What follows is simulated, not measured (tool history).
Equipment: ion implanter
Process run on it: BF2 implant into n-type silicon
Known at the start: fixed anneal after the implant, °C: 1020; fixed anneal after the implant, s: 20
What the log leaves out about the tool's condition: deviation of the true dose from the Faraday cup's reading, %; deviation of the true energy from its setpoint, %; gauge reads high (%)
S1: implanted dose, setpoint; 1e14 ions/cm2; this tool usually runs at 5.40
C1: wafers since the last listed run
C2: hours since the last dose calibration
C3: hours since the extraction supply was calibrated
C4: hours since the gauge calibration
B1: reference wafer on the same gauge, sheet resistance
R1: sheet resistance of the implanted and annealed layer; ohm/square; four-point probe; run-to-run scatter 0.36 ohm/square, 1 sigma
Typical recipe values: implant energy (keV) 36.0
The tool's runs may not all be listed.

{"run": 1, "hour": 0.0, "S1": 6.01, "implant energy (keV)": 30.0, "C1": 0, "C2": 1468.2, "C3": 4722.5, "C4": 206.3, "B1": 183.91, "R1": 209.52}
{"run": 2, "hour": 11.6, "S1": 6.01, "implant energy (keV)": 30.0, "C1": 135, "C2": 1479.8, "C3": 4734.1, "C4": 217.9, "B1": 183.98, "R1": 209.2}
{"run": 3, "hour": 18.6, "S1": 6.01, "implant energy (keV)": 30.0, "C1": 81, "C2": 1486.8, "C3": 4741.1, "C4": 224.9, "B1": 183.99, "R1": 209.59}
{"run": 4, "hour": 28.2, "S1": 5.4, "implant energy (keV)": 36.0, "C1": 112, "C2": 1496.4, "C3": 4750.7, "C4": 234.5, "B1": 184.01, "R1": 223.43}
{"run": 5, "hour": 35.8, "S1": 5.4, "implant energy (keV)": 36.0, "C1": 88, "C2": 1504.0, "C3": 4758.3, "C4": 242.1, "B1": 184.09, "R1": 223.64}
{"run": 6, "hour": 47.4, "S1": 5.4, "implant energy (keV)": 36.0, "C1": 135, "C2": 1515.6, "C3": 4769.9, "C4": 253.7, "B1": 184.05, "R1": 223.42}
{"run": 7, "hour": 53.6, "S1": 6.39, "implant energy (keV)": 36.0, "C1": 72, "C2": 1521.8, "C3": 4776.1, "C4": 259.9, "B1": 183.95, "R1": 194.48}
{"run": 8, "hour": 71.7, "S1": 5.4, "implant energy (keV)": 40.5, "C1": 211, "C2": 1539.9, "C3": 4794.2, "C4": 278.0, "B1": 184.05, "R1": 220.13}
{"run": 9, "hour": 82.7, "S1": 5.4, "implant energy (keV)": 36.0, "C1": 128, "C2": 1550.9, "C3": 4805.2, "C4": 289.0, "B1": 184.13, "R1": 223.43}
{"hour": 94.1, "done": "extraction supply calibrated"}
{"run": 10, "hour": 94.6, "S1": 5.4, "implant energy (keV)": 36.0, "C1": 45, "C2": 1562.8, "C3": 0.5, "C4": 300.9, "B1": 183.96, "R1": 223.39}
{"run": 11, "hour": 104.0, "S1": 4.61, "implant energy (keV)": 36.0, "C1": 109, "C2": 1572.2, "C3": 9.9, "C4": 310.3, "B1": 184.14, "R1": 254.54}
{"run": 12, "hour": 120.0, "S1": 4.82, "implant energy (keV)": 30.0, "C1": 186, "C2": 1588.2, "C3": 25.9, "C4": 326.3, "B1": 183.92, "R1": 250.59}
{"run": 13, "hour": 132.3, "S1": 5.4, "implant energy (keV)": 36.0, "C1": 143, "C2": 1600.5, "C3": 38.2, "C4": 338.6, "B1": 184.0, "R1": 223.72}
{"run": 14, "hour": 140.7, "S1": 5.4, "implant energy (keV)": 36.0, "C1": 98, "C2": 1608.9, "C3": 46.6, "C4": 347.0, "B1": 183.97, "R1": 223.83}
{"run": 15, "hour": 148.9, "S1": 5.4, "implant energy (keV)": 23.5, "C1": 95, "C2": 1617.1, "C3": 54.8, "C4": 355.2, "B1": 183.89, "R1": 237.34}
{"run": 16, "hour": 157.4, "S1": 4.07, "implant energy (keV)": 24.0, "C1": 99, "C2": 1625.6, "C3": 63.3, "C4": 363.7, "B1": 183.97, "R1": 297.37}
{"hour": 159.7, "done": "gauge calibrated"}
{"run": 17, "hour": 171.8, "S1": 5.4, "implant energy (keV)": 36.0, "C1": 168, "C2": 1640.0, "C3": 77.7, "C4": 12.1, "B1": 183.97, "R1": 224.15}
{"run": 18, "hour": 181.7, "S1": 3.93, "implant energy (keV)": 39.5, "C1": 115, "C2": 1649.9, "C3": 87.6, "C4": 22.0, "B1": 183.95, "R1": 291.95}
{"run": 19, "hour": 192.9, "S1": 4.47, "implant energy (keV)": 23.5, "C1": 130, "C2": 1661.1, "C3": 98.8, "C4": 33.2, "B1": 183.9, "R1": 275.8}
{"hour": 211.7, "done": "Faraday cup replaced and dose calibrated"}
{"run": 20, "hour": 212.2, "S1": 6.55, "implant energy (keV)": 45.5, "C1": 132, "C2": 0.5, "C3": 118.1, "C4": 52.5, "B1": 183.99, "R1": 176.47}
{"run": 21, "hour": 217.3, "S1": 6.43, "implant energy (keV)": 31.0, "C1": 59, "C2": 5.6, "C3": 123.2, "C4": 57.6, "B1": 184.02, "R1": 190.47}
{"run": 22, "hour": 229.0, "S1": 6.24, "implant energy (keV)": 48.0, "C1": 136, "C2": 17.3, "C3": 134.9, "C4": 69.3, "B1": 184.03, "R1": 183.97}
{"run": 23, "hour": 245.0, "S1": 5.4, "implant energy (keV)": 36.0, "C1": 186, "C2": 33.3, "C3": 150.9, "C4": 85.3, "B1": 183.96, "R1": 213.85}
{"run": 24, "hour": 252.8, "S1": 4.95, "implant energy (keV)": 41.0, "C1": 91, "C2": 41.1, "C3": 158.7, "C4": 93.1, "B1": 184.08, "R1": 227.91}
{"run": 25, "hour": 268.6, "S1": 5.4, "implant energy (keV)": 36.0, "C1": 184, "C2": 56.9, "C3": 174.5, "C4": 108.9, "B1": 183.98, "R1": 214.63}
{"run": 26, "hour": 278.1, "S1": 5.4, "implant energy (keV)": 32.5, "C1": 110, "C2": 66.4, "C3": 184.0, "C4": 118.4, "B1": 184.03, "R1": 216.64}
{"run": 27, "hour": 293.4, "S1": 6.33, "implant energy (keV)": 45.5, "C1": 178, "C2": 81.7, "C3": 199.3, "C4": 133.7, "B1": 183.92, "R1": 182.85}

Predict each of these 5 candidate next runs independently; none follows another, all start after run 27:
{"run": "A", "hour": 293.8, "S1": 5.4, "implant energy (keV)": 36.0, "C1": 4, "C2": 82.1, "C3": 199.7, "C4": 134.1, "B1": "?", "R1": "?"}
{"run": "B", "hour": 293.8, "S1": 4.25, "implant energy (keV)": 40.0, "C1": 4, "C2": 82.1, "C3": 199.7, "C4": 134.1, "B1": "?", "R1": "?"}
{"run": "C", "hour": 293.8, "S1": 6.98, "implant energy (keV)": 47.5, "C1": 4, "C2": 82.1, "C3": 199.7, "C4": 134.1, "B1": "?", "R1": "?"}
{"run": "D", "hour": 293.8, "S1": 4.9, "implant energy (keV)": 31.5, "C1": 4, "C2": 82.1, "C3": 199.7, "C4": 134.1, "B1": "?", "R1": "?"}
{"run": "E", "hour": 293.8, "S1": 4.69, "implant energy (keV)": 29.5, "C1": 4, "C2": 82.1, "C3": 199.7, "C4": 134.1, "B1": "?", "R1": "?"}

run=A B1=184.03 R1=214.38
run=B B1=184.03 R1=260.06
run=C B1=184.03 R1=167.48
run=D B1=184.03 R1=236.24
run=E B1=184.03 R1=246.98
The same runs, with their run-to-run variation unchanged, on a tool lacking any hidden condition would have given:
run=A R1=213.80
run=B R1=259.34
run=C R1=167.02
run=D R1=235.60
run=E R1=246.32
